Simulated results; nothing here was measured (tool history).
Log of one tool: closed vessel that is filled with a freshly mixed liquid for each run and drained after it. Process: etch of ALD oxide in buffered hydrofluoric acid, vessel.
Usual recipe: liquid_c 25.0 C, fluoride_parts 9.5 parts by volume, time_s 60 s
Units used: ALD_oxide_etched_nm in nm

run	hour	liquid_c	fluoride_parts	time_s	wafers since the last listed run	hours since the thermometer was replaced	hours since the hydrofluoric acid flow meter was replaced	hours since the gauge calibration	read-back film thickness of the ALD oxide reference wafer, read on the same gauge (nm)	ALD_oxide_etched_nm
1	0.0	25.0	9.5	60	0	978.8	692.1	195.0	30.00	219.14
2	29.4	25.0	9.5	60	2018	1008.2	721.5	224.4	29.98	218.98
3	58.9	25.0	9.5	60	2025	1037.7	751.0	253.9	30.02	215.31
4	124.4	25.0	9.5	60	4496	1103.2	816.5	319.4	29.98	214.51
5	178.0	25.0	9.5	60	3679	1156.8	870.1	373.0	30.00	213.06
6	212.6	25.0	9.5	60	2375	1191.4	904.7	407.6	30.03	215.04
7	247.9	25.0	9.5	60	2423	1226.7	940.0	442.9	29.95	210.18
8	276.5	23.5	12.5	30	1963	1255.3	968.6	471.5	29.98	76.57

Predict the results of run 9:
9	326.3	22.0	7.5	30	3418	1305.1	1018.4	521.3	?	?

Run 9 measured read-back film thickness of the ALD oxide reference wafer, read on the same gauge (nm) 29.99, ALD_oxide_etched_nm 113.10 nm.
With no hidden state in the tool, this same run would have given ALD_oxide_etched_nm 130.35 nm.
